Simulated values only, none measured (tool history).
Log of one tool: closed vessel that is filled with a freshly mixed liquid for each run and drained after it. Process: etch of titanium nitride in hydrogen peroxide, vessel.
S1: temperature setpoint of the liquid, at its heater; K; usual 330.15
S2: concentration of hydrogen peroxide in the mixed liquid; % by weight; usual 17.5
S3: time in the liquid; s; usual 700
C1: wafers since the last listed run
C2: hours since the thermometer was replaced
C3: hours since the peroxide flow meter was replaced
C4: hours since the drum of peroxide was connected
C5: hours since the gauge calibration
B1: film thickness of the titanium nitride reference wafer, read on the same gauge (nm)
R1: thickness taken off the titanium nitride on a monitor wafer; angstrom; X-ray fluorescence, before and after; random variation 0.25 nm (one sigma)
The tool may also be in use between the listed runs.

run 1 hour=0.0 | S1=330.15 S2=17.5 S3=700 | C1=0 C2=1515.7 C3=1745.8 C4=761.9 C5=584.1 | B1=39.99 | R1=411.9
run 2 hour=30.4 | S1=330.15 S2=17.5 S3=700 | C1=1248 C2=1546.1 C3=1776.2 C4=792.3 C5=614.5 | B1=40.00 | R1=415.1
run 3 hour=56.1 | S1=326.65 S2=20.0 S3=700 | C1=1055 C2=1571.8 C3=1801.9 C4=818.0 C5=640.2 | B1=40.01 | R1=331.2
run 4 hour=77.0 | S1=330.15 S2=17.5 S3=700 | C1=858 C2=1592.7 C3=1822.8 C4=838.9 C5=661.1 | B1=40.01 | R1=417.3
-- hour=93.5 thermometer replaced
run 5 hour=97.9 | S1=330.15 S2=17.5 S3=700 | C1=816 C2=4.4 C3=1843.7 C4=859.8 C5=682.0 | B1=40.01 | R1=412.3
run 6 hour=120.4 | S1=330.15 S2=17.5 S3=535 | C1=923 C2=26.9 C3=1866.2 C4=882.3 C5=704.5 | B1=40.00 | R1=318.6
run 7 hour=155.4 | S1=330.15 S2=17.5 S3=535 | C1=1436 C2=61.9 C3=1901.2 C4=917.3 C5=739.5 | B1=40.01 | R1=315.6
run 8 hour=169.5 | S1=330.15 S2=17.5 S3=885 | C1=578 C2=76.0 C3=1915.3 C4=931.4 C5=753.6 | B1=40.00 | R1=530.9
run 9 hour=195.5 | S1=330.15 S2=17.5 S3=885 | C1=1067 C2=102.0 C3=1941.3 C4=957.4 C5=779.6 | B1=40.01 | R1=522.7
-- hour=209.8 new drum of peroxide connected
run 10 hour=216.7 | S1=330.15 S2=17.5 S3=885 | C1=829 C2=123.2 C3=1962.5 C4=6.9 C5=800.8 | B1=40.02 | R1=525.0
-- hour=220.6 gauge calibrated
run 11 hour=228.9 | S1=324.15 S2=13.5 S3=880 | C1=500 C2=135.4 C3=1974.7 C4=19.1 C5=8.3 | B1=39.99 | R1=326.3
run 12 hour=243.1 | S1=330.15 S2=17.5 S3=700 | C1=582 C2=149.6 C3=1988.9 C4=33.3 C5=22.5 | B1=40.00 | R1=416.2
run 13 hour=265.1 | S1=330.15 S2=17.5 S3=700 | C1=903 C2=171.6 C3=2010.9 C4=55.3 C5=44.5 | B1=39.99 | R1=410.4
run 14 hour=285.7 | S1=330.15 S2=15.5 S3=700 | C1=845 C2=192.2 C3=2031.5 C4=75.9 C5=65.1 | B1=40.00 | R1=404.0
run 15 hour=316.6 | S1=332.65 S2=17.5 S3=700 | C1=1268 C2=223.1 C3=2062.4 C4=106.8 C5=96.0 | B1=40.00 | R1=493.2
-- hour=348.9 peroxide flow meter replaced
run 16 hour=349.4 | S1=330.15 S2=17.5 S3=855 | C1=1305 C2=255.9 C3=0.5 C4=139.6 C5=128.8 | B1=40.00 | R1=506.7
run 17 hour=364.4 | S1=330.15 S2=17.5 S3=700 | C1=615 C2=270.9 C3=15.5 C4=154.6 C5=143.8 | B1=40.00 | R1=412.2
run 18 hour=378.9 | S1=339.15 S2=17.5 S3=700 | C1=595 C2=285.4 C3=30.0 C4=169.1 C5=158.3 | B1=39.98 | R1=769.5
run 19 hour=409.5 | S1=330.15 S2=17.5 S3=455 | C1=1256 C2=316.0 C3=60.6 C4=199.7 C5=188.9 | B1=39.98 | R1=269.0
run 20 hour=440.0 | S1=323.65 S2=19.5 S3=360 | C1=1252 C2=346.5 C3=91.1 C4=230.2 C5=219.4 | B1=40.02 | R1=137.8
run 21 hour=458.3 | S1=326.65 S2=17.5 S3=700 | C1=751 C2=364.8 C3=109.4 C4=248.5 C5=237.7 | B1=39.99 | R1=323.4
run 22 hour=479.5 | S1=330.15 S2=17.5 S3=700 | C1=870 C2=386.0 C3=130.6 C4=269.7 C5=258.9 | B1=40.00 | R1=417.2
run 23 hour=500.5 | S1=330.15 S2=17.5 S3=700 | C1=862 C2=407.0 C3=151.6 C4=290.7 C5=279.9 | B1=40.02 | R1=412.2
run 24 hour=522.3 | S1=330.15 S2=19.5 S3=545 | C1=894 C2=428.8 C3=173.4 C4=312.5 C5=301.7 | B1=40.00 | R1=329.1
run 25 hour=556.4 | S1=330.15 S2=13.0 S3=700 | C1=1399 C2=462.9 C3=207.5 C4=346.6 C5=335.8 | B1=40.00 | R1=391.5
run 26 hour=591.1 | S1=336.65 S2=21.0 S3=570 | C1=1424 C2=497.6 C3=242.2 C4=381.3 C5=370.5 | B1=40.02 | R1=544.8
run 27 hour=612.7 | S1=337.15 S2=22.5 S3=395 | C1=886 C2=519.2 C3=263.8 C4=402.9 C5=392.1 | B1=39.99 | R1=400.4
run 28 hour=625.8 | S1=330.15 S2=17.5 S3=465 | C1=537 C2=532.3 C3=276.9 C4=416.0 C5=405.2 | B1=40.00 | R1=273.6
run 29 hour=647.2 | S1=330.15 S2=17.5 S3=700 | C1=878 C2=553.7 C3=298.3 C4=437.4 C5=426.6 | B1=40.03 | R1=418.0
run 30 hour=676.7 | S1=330.15 S2=17.5 S3=700 | C1=1211 C2=583.2 C3=327.8 C4=466.9 C5=456.1 | B1=39.98 | R1=415.6

Forecast each of these 3 alternatives for the next run:
run A hour=677.5 | S1=334.65 S2=17.5 S3=700 | C1=32 C2=584.0 C3=328.6 C4=467.7 C5=456.9 | B1=? | R1=?
run B hour=677.5 | S1=321.65 S2=20.5 S3=700 | C1=32 C2=584.0 C3=328.6 C4=467.7 C5=456.9 | B1=? | R1=?
run C hour=677.5 | S1=330.15 S2=15.0 S3=700 | C1=32 C2=584.0 C3=328.6 C4=467.7 C5=456.9 | B1=? | R1=?

run=A B1=40.02 R1=568.9
run=B B1=40.02 R1=236.6
run=C B1=40.02 R1=405.0
Without the tool's hidden state the same runs would have given:
run=A R1=568.9
run=B R1=236.6
run=C R1=405.0

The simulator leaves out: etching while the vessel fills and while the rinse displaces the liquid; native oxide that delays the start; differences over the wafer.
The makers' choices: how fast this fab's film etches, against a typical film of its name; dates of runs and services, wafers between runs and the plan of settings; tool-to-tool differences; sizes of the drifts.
